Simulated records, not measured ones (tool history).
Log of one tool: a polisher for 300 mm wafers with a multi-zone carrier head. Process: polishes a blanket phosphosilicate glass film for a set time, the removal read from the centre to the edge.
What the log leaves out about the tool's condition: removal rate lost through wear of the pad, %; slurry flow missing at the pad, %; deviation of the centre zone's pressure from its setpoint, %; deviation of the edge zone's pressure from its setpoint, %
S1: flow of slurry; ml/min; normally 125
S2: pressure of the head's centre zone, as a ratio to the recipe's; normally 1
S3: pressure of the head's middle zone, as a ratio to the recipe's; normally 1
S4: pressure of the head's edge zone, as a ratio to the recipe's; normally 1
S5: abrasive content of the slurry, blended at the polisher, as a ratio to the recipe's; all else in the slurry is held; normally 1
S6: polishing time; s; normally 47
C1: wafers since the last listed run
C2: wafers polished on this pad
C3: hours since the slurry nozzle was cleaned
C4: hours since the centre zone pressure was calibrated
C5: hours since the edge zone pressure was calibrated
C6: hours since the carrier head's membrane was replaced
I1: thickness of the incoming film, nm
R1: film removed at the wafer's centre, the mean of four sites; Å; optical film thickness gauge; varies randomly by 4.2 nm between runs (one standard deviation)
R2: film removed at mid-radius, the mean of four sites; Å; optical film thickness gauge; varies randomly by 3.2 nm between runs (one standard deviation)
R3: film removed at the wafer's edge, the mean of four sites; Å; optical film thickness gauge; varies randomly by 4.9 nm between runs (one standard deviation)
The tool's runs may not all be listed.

run   hour   S1    S2    S3    S4   S5  S6   C1    C2     C3     C4     C5     C6      I1    R1    R2    R3
  1      0  125     1     1     1    1  47    0  1922  560.7  124.2  409.9  403.8  2251.9  4633  4595  4505
  2   39.8  125     1     1     1    1  43  247  2170  600.5    164  449.7  443.6  2251.6  4223  4152  4084
  3  106.7  125     1     1     1    1  47  415  2585  667.4  230.9  516.6  510.5  2264.8  4625  4548  4565
       146  -- worn pad replaced by a new one
  4  165.9  125     1     1     1    1  47  342   123  726.6  290.1  575.8  569.7  2201.5  4874  4788  4794
  5  200.1  100     1  1.07   0.9    1  47  212   335  760.8  324.3    610  603.9  2184.4  4471  4739  4334
     217.3  -- carrier head's membrane replaced by a new one
  6  250.6  125     1     1     1  0.8  63  282   618  811.3  374.8  660.5   33.3  2240.2  5785  5680  5545
     260.7  -- slurry nozzle cleaned
  7  315.3  125     1     1  1.05    1  47  395  1014   54.6  439.5  725.2     98  2226.8  4557  4474  4593
  8  357.9  125     1     1     1    1  47  264  1278   97.2  482.1  767.8  140.6  2206.1  4627  4478  4373
  9  410.9  125     1     1     1  0.9  47  329  1608  150.2  535.1  820.8  193.6  2228.9  4416  4263  4203
 10  460.8  125  1.05  1.09     1    1  55  309  1918  200.1    585  870.7  243.5  2229.7  5672  5637  5120
 11  522.3  125     1     1     1    1  47  382  2300  261.6  646.5  932.2    305  2255.3  4523  4465  4345
     532.4  -- edge zone pressure recalibrated
     535.7  -- worn pad replaced by a new one
 12  569.4  125     1     1     1    1  47  260   209  308.7  693.6     37  352.1  2207.8  5003  4841  4755

What will run 13 give?
 13  613.7  125  1.04   1  1.06  0.8  56  275  484  353  737.9  81.3  396.4  2222.4   ?   ?   ?

R1: 5597 Å
R2: 5158 Å
R3: 5159 Å
Minus the tool's unlogged condition, the same run would have read R1 5749 Å, R2 5398 Å, R3 5398 Å.
